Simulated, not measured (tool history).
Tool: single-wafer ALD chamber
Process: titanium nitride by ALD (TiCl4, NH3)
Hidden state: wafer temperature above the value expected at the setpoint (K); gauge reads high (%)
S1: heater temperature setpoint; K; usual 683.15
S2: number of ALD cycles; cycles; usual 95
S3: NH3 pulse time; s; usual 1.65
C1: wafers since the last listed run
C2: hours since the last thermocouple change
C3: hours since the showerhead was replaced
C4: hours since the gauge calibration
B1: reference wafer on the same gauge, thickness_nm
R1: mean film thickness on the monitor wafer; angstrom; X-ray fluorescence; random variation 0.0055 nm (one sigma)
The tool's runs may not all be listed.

run   hour      S1   S2    S3  C1      C2      C3     C4     B1     R1
  1      0  683.15   95  1.31   0  1120.1  8330.1  162.9  1.761   21.5
  2   14.1  683.15  106  1.65  40  1134.2  8344.2    177   1.76  24.41
  3   21.4  683.15  106  1.65  21  1141.5  8351.5  184.3  1.761  24.38
  4   35.5  683.15   95  1.65  40  1155.6  8365.6  198.4  1.761  21.85
  5   44.5  683.15   95  1.65  26  1164.6  8374.6  207.4   1.76   21.8
  6   53.8  683.15   95  1.65  26  1173.9  8383.9  216.7   1.76  21.78
  7   61.3  683.15   95  1.65  21  1181.4  8391.4  224.2   1.76  21.81
  8   75.5  683.15   95  1.65  41  1195.6  8405.6  238.4   1.76  21.77
  9   91.4  683.15   95  1.65  46  1211.5  8421.5  254.3   1.76  21.88
 10  101.3  683.15   95  1.65  28  1221.4  8431.4  264.2  1.761  21.79
 11  111.5  674.15   95  1.89  29  1231.6  8441.6  274.4   1.76  21.96
 12  121.3  674.15   95  1.89  28  1241.4  8451.4  284.2  1.759  21.85
 13  134.3  674.15   95  1.89  37  1254.4  8464.4  297.2  1.761   21.9
 14  145.9  683.15   95  1.65  33    1266    8476  308.8   1.76  21.77
 15  157.9  683.15   95  1.65  34    1278    8488  320.8  1.761  21.87
 16  168.2  683.15   95  1.65  29  1288.3  8498.3  331.1   1.76  21.92
     179.5  -- thermocouple changed; heater temperature recalibrated
 17  181.5  676.15  106  1.25  15       2  8511.6  344.4  1.759  23.82

The next listed run, before its measurement:
 18   196  683.15  95  1.65  42  16.5  8526.1  358.9   ?   ?

B1: 1.76
R1: 21.91 angstrom
Without the tool's hidden state the same run would have given R1 21.91 angstrom.

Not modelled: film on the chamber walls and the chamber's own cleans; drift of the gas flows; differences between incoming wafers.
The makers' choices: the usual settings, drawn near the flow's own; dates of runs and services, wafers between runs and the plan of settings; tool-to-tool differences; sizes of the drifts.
